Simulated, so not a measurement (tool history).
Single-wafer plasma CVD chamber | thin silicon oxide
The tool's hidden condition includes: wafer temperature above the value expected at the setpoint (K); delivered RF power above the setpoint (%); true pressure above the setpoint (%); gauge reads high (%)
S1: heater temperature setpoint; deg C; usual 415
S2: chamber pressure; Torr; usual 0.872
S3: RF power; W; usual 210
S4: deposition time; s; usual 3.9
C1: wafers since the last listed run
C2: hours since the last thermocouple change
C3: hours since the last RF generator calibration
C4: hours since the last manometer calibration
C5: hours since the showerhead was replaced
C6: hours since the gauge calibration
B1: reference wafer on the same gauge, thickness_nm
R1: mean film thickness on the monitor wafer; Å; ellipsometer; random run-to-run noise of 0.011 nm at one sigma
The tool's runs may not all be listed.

run    day   S1     S2   S3    S4   C1      C2      C3      C4      C5     C6     B1     R1
  1      0  415  0.872  210   3.9    0  1798.6  2050.4  1062.4  4574.5   81.4   6.58  76.32
  2  0.662  415  0.872  210   3.9  508  1814.5  2066.3  1078.3  4590.4   97.3  6.581  76.63
  3  1.371  415  0.872  210   3.9  543  1831.5  2083.3  1095.3  4607.4  114.3  6.583  76.63
  4  2.046  415  0.872  210   3.9  518  1847.7  2099.5  1111.5  4623.6  130.5  6.578  76.66
     2.617  -- capacitance manometer re-zeroed and calibrated
  5  2.779  415  0.872  210  4.25  307  1865.3  2117.1     3.9  4641.2  148.1   6.58  80.04
  6  3.162  415  0.872  210   3.9  294  1874.5  2126.3    13.1  4650.4  157.3  6.582  73.51
     3.612  -- RF generator calibrated
     3.754  -- thermocouple changed; heater temperature recalibrated
     4.404  -- showerhead replaced, of another model than before
  7  4.425  415  0.872  210   3.9  349    16.1    19.5    43.4     0.5  187.6  6.582  73.78
  8  4.612  415  0.872  240  4.29  143    20.6      24    47.9       5  192.1  6.583  89.09
  9  4.925  428  0.872  190   3.9  239    28.1    31.5    55.4    12.5  199.6  6.581  67.19
 10  5.333  415  0.872  210   3.9  313    37.9    41.3    65.2    22.3  209.4  6.579  73.46
     5.467  -- gauge calibrated
 11  5.596  415  0.872  220   3.9  201    44.2    47.6    71.5    28.6    3.1  6.583   76.3
 12  5.938  415  0.872  210   3.9  262    52.4    55.8    79.7    36.8   11.3  6.575  73.57
 13  6.375  419  0.872  170   3.9  335    62.9    66.3    90.2    47.3   21.8  6.579  60.55
 14  7.062  415  0.872  235  4.35  527    79.4    82.8   106.7    63.8   38.3  6.578  89.27
 15  7.325  400   0.67  250  4.62  201    85.7    89.1     113    70.1   44.6  6.582  92.11

Consider 5 possible next runs. They are alternatives, not a sequence: every one starts from the tool as it was left by run 15. What does each give?
  A  7.342  415  0.872  210   3.9  12  86.1  89.5  113.4  70.5  45   ?   ?
  B  7.342  422  0.872  210  3.48  12  86.1  89.5  113.4  70.5  45   ?   ?
  C  7.342  400  0.759  250  4.32  12  86.1  89.5  113.4  70.5  45   ?   ?
  D  7.342  415  0.872  195   4.1  12  86.1  89.5  113.4  70.5  45   ?   ?
  E  7.342  415  1.064  210   3.9  12  86.1  89.5  113.4  70.5  45   ?   ?

run     B1     R1
  A  6.583   73.6
  B  6.583  65.42
  C  6.583  89.39
  D  6.583  72.69
  E  6.583  78.49
The same runs, with their run-to-run variation unchanged, on a tool lacking any hidden condition would have given:
run     R1
  A  73.48
  B  65.32
  C  89.25
  D  72.58
  E  78.37
